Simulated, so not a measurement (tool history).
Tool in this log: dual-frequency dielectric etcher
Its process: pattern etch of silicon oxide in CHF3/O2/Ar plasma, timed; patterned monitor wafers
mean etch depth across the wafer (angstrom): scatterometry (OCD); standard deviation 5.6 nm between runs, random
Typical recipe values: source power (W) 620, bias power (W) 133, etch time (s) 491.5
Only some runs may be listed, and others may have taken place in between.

| run | hour | source power (W) | bias power (W) | etch time (s) | read-back reference wafer on the same gauge, depth_nm | mean etch depth across the wafer (angstrom) |
|---|---|---|---|---|---|---|
| 1 | 0.0 | 620 | 133 | 491.5 | 932.3 | 8364 |
| 2 | 13.5 | 620 | 133 | 491.5 | 931.9 | 8429 |
| 3 | 26.1 | 620 | 133 | 377.0 | 932.7 | 6438 |
| 4 | 32.6 | 620 | 133 | 377.0 | 932.6 | 6510 |
| 5 | 48.5 | 620 | 133 | 377.0 | 930.3 | 6364 |
| 6 | 57.4 | 620 | 133 | 491.5 | 931.5 | 8373 |
| 7 | 68.1 | 620 | 133 | 491.5 | 931.8 | 8494 |
| 8 | 78.5 | 620 | 133 | 491.5 | 932.9 | 8269 |
| 9 | 91.1 | 620 | 133 | 491.5 | 932.3 | 8386 |
| 10 | 98.6 | 620 | 133 | 491.5 | 932.5 | 8496 |
| 11 | 114.8 | 620 | 133 | 491.5 | 932.3 | 8452 |
|  | 130.2 | bias power generator calibrated |
| 12 | 130.7 | 620 | 133 | 491.5 | 932.1 | 8452 |
|  | 142.1 | gauge calibrated |
| 13 | 142.2 | 620 | 133 | 491.5 | 932.7 | 8527 |
| 14 | 148.7 | 620 | 133 | 491.5 | 932.6 | 8555 |
| 15 | 158.4 | 730 | 133 | 491.5 | 932.1 | 9330 |
| 16 | 169.3 | 620 | 133 | 491.5 | 931.2 | 8485 |
| 17 | 179.3 | 760 | 119 | 453.5 | 931.4 | 8579 |
|  | 185.8 | source power generator calibrated |
| 18 | 186.9 | 620 | 133 | 491.5 | 932.3 | 8498 |
|  | 218.9 | wet clean of the chamber |
| 19 | 219.4 | 540 | 106 | 616.5 | 931.5 | 8890 |
| 20 | 219.8 | 620 | 133 | 491.5 | 930.5 | 8113 |
| 21 | 225.9 | 620 | 164 | 360.5 | 931.9 | 6399 |
| 22 | 232.0 | 620 | 133 | 587.5 | 930.0 | 9699 |
|  | 258.4 | upper electrode replaced |
| 23 | 258.9 | 620 | 119 | 389.0 | 931.5 | 6251 |
| 24 | 259.4 | 620 | 103 | 433.5 | 931.9 | 6830 |
| 25 | 262.4 | 480 | 100 | 354.0 | 932.2 | 4597 |
| 26 | 271.4 | 530 | 153 | 587.0 | 932.3 | 9126 |
| 27 | 289.0 | 710 | 108 | 491.5 | 932.3 | 8484 |
| 28 | 297.6 | 620 | 142 | 569.5 | 932.7 | 9659 |
| 29 | 310.2 | 620 | 133 | 576.0 | 933.5 | 9554 |
| 30 | 325.6 | 760 | 133 | 491.5 | 931.7 | 9171 |
| 31 | 343.6 | 540 | 119 | 491.5 | 931.6 | 7231 |

Predict each of these 3 candidate next runs independently; none follows another, all start after run 31:
| A | 344.2 | 620 | 133 | 491.5 | ? | ? |
| B | 344.2 | 620 | 166 | 426.0 | ? | ? |
| C | 344.2 | 620 | 157 | 424.0 | ? | ? |

| run | read-back reference wafer on the same gauge, depth_nm | mean etch depth across the wafer (angstrom) |
|---|---|---|
| A | 932.9 | 8298 |
| B | 932.9 | 7636 |
| C | 932.9 | 7483 |
Take away the tool's hidden state, keep each run's random variation, and the runs would have read:
| run | mean etch depth across the wafer (angstrom) |
|---|---|
| A | 8234 |
| B | 7577 |
| C | 7426 |

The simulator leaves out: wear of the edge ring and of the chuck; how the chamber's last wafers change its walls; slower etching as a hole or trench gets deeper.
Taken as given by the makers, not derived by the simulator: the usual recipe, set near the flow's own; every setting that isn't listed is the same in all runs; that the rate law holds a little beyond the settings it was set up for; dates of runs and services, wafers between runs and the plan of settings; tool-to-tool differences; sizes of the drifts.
